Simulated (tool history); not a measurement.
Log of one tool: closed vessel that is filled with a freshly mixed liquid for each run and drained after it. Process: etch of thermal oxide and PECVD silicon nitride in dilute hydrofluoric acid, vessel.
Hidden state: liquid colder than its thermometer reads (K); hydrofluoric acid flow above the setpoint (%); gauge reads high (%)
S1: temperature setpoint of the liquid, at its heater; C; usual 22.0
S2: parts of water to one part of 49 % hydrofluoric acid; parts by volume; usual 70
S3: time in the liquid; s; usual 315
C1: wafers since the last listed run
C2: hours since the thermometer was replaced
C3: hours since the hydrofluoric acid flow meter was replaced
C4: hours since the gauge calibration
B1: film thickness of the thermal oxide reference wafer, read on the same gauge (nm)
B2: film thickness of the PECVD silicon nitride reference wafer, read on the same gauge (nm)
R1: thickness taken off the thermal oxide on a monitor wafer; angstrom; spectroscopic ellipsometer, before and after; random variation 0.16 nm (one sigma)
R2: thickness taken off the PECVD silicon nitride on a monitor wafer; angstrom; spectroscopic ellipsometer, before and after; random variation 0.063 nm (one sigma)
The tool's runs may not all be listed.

Run 1, hour 0.0: usual settings but S2 95 parts by volume; C1 0; C2 2264.9; C3 459.1; C4 339.1; B1 39.97; B2 110.00. Result: R1 151.1 angstrom, R2 82.5 angstrom.
Run 2, hour 10.6: usual settings but S2 95 parts by volume; C1 555; C2 2275.5; C3 469.7; C4 349.7; B1 40.01; B2 110.00. Result: R1 151.3 angstrom, R2 82.0 angstrom.
Run 3, hour 21.7: usual settings but S2 95 parts by volume; C1 581; C2 2286.6; C3 480.8; C4 360.8; B1 39.99; B2 109.99. Result: R1 152.5 angstrom, R2 83.2 angstrom.
Run 4, hour 34.7: usual settings; C1 681; C2 2299.6; C3 493.8; C4 373.8; B1 39.95; B2 110.02. Result: R1 213.3 angstrom, R2 110.2 angstrom.
Run 5, hour 47.1: usual settings; C1 649; C2 2312.0; C3 506.2; C4 386.2; B1 39.99; B2 110.00. Result: R1 208.0 angstrom, R2 111.6 angstrom.
Run 6, hour 61.0: usual settings; C1 728; C2 2325.9; C3 520.1; C4 400.1; B1 39.97; B2 109.99. Result: R1 209.0 angstrom, R2 110.7 angstrom.
At hour 68.2: thermometer replaced.
At hour 72.9: gauge calibrated.
Run 7, hour 74.8: usual settings but S1 24.5 C, S3 270 s; C1 670; C2 6.6; C3 533.9; C4 1.9; B1 40.06; B2 110.01. Result: R1 200.2 angstrom, R2 112.8 angstrom.
Run 8, hour 90.6: usual settings but S1 24.5 C, S3 270 s; C1 827; C2 22.4; C3 549.7; C4 17.7; B1 39.96; B2 110.00. Result: R1 200.8 angstrom, R2 113.0 angstrom.
Run 9, hour 97.4: usual settings but S1 17.5 C, S2 80 parts by volume, S3 210 s; C1 356; C2 29.2; C3 556.5; C4 24.5; B1 39.97; B2 110.01. Result: R1 102.8 angstrom, R2 48.0 angstrom.
Run 10, hour 110.5: usual settings but S1 27.0 C, S2 80 parts by volume; C1 686; C2 42.3; C3 569.6; C4 37.6; B1 39.98; B2 109.99. Result: R1 227.6 angstrom, R2 137.0 angstrom.
Run 11, hour 118.6: usual settings but S1 17.5 C, S2 45 parts by volume, S3 150 s; C1 424; C2 50.4; C3 577.7; C4 45.7; B1 40.00; B2 109.98. Result: R1 134.5 angstrom, R2 60.0 angstrom.
Run 12, hour 136.2: usual settings; C1 922; C2 68.0; C3 595.3; C4 63.3; B1 39.99; B2 110.01. Result: R1 212.6 angstrom, R2 111.2 angstrom.
Run 13, hour 149.1: usual settings but S2 55 parts by volume, S3 435 s; C1 675; C2 80.9; C3 608.2; C4 76.2; B1 40.02; B2 109.99. Result: R1 386.9 angstrom, R2 195.7 angstrom.
Run 14, hour 166.6: usual settings but S3 410 s; C1 917; C2 98.4; C3 625.7; C4 93.7; B1 40.00; B2 109.96. Result: R1 281.2 angstrom, R2 146.5 angstrom.
Run 15, hour 178.7: usual settings; C1 634; C2 110.5; C3 637.8; C4 105.8; B1 39.97; B2 109.98. Result: R1 212.8 angstrom, R2 112.6 angstrom.
Run 16, hour 192.6: usual settings; C1 728; C2 124.4; C3 651.7; C4 119.7; B1 39.98; B2 109.98. Result: R1 215.5 angstrom, R2 113.3 angstrom.
At hour 202.9: hydrofluoric acid flow meter replaced.
Run 17, hour 204.6: usual settings but S1 18.0 C; C1 576; C2 136.4; C3 1.7; C4 131.7; B1 40.03; B2 110.00. Result: R1 163.6 angstrom, R2 79.2 angstrom.
Run 18, hour 220.1: usual settings but S1 23.5 C, S3 465 s; C1 812; C2 151.9; C3 17.2; C4 147.2; B1 40.03; B2 110.00. Result: R1 310.8 angstrom, R2 170.0 angstrom.
Run 19, hour 232.7: usual settings but S2 55 parts by volume; C1 660; C2 164.5; C3 29.8; C4 159.8; B1 39.98; B2 109.99. Result: R1 257.8 angstrom, R2 132.3 angstrom.
Run 20, hour 248.1: usual settings but S1 27.0 C, S2 105 parts by volume; C1 806; C2 179.9; C3 45.2; C4 175.2; B1 39.94; B2 110.02. Result: R1 156.3 angstrom, R2 97.3 angstrom.
Run 21, hour 265.5: usual settings; C1 911; C2 197.3; C3 62.6; C4 192.6; B1 40.00; B2 110.00. Result: R1 196.7 angstrom, R2 103.2 angstrom.
Run 22, hour 278.5: usual settings but S1 20.0 C, S3 420 s; C1 681; C2 210.3; C3 75.6; C4 205.6; B1 40.00; B2 110.02. Result: R1 244.2 angstrom, R2 122.1 angstrom.
Run 23, hour 293.0: usual settings; C1 759; C2 224.8; C3 90.1; C4 220.1; B1 39.98; B2 110.02. Result: R1 198.3 angstrom, R2 104.4 angstrom.
Run 24, hour 304.0: usual settings; C1 576; C2 235.8; C3 101.1; C4 231.1; B1 40.01; B2 109.99. Result: R1 198.9 angstrom, R2 105.5 angstrom.
Run 25, hour 320.1: usual settings but S1 18.0 C, S2 85 parts by volume, S3 135 s; C1 843; C2 251.9; C3 117.2; C4 247.2; B1 40.00; B2 110.00. Result: R1 59.0 angstrom, R2 28.4 angstrom.

5 ways to go on from here, each from the tool as it stands after run 25. What would each give?
Run A, hour 320.8: usual settings; C1 36; C2 252.6; C3 117.9; C4 247.9; B1 ?; B2 ?. Result: R1 ?, R2 ?.
Run B, hour 320.8: usual settings but S1 20.5 C, S3 450 s; C1 36; C2 252.6; C3 117.9; C4 247.9; B1 ?; B2 ?. Result: R1 ?, R2 ?.
Run C, hour 320.8: usual settings but S1 23.5 C, S2 45 parts by volume, S3 240 s; C1 36; C2 252.6; C3 117.9; C4 247.9; B1 ?; B2 ?. Result: R1 ?, R2 ?.
Run D, hour 320.8: usual settings but S2 100 parts by volume; C1 36; C2 252.6; C3 117.9; C4 247.9; B1 ?; B2 ?. Result: R1 ?, R2 ?.
Run E, hour 320.8: usual settings but S1 26.5 C; C1 36; C2 252.6; C3 117.9; C4 247.9; B1 ?; B2 ?. Result: R1 ?, R2 ?.

run     B1      B2     R1     R2
  A  39.96  110.01  199.3  105.2
  B  39.96  110.01  267.5  135.7
  C  39.96  110.01  259.2  136.8
  D  39.96  110.01  134.6   74.2
  E  39.96  110.01  239.1  142.1
Without the tool's hidden state the same runs would have given:
run     R1     R2
  A  195.1  103.3
  B  261.9  133.2
  C  254.0  134.2
  D  131.8   72.8
  E  234.1  139.4

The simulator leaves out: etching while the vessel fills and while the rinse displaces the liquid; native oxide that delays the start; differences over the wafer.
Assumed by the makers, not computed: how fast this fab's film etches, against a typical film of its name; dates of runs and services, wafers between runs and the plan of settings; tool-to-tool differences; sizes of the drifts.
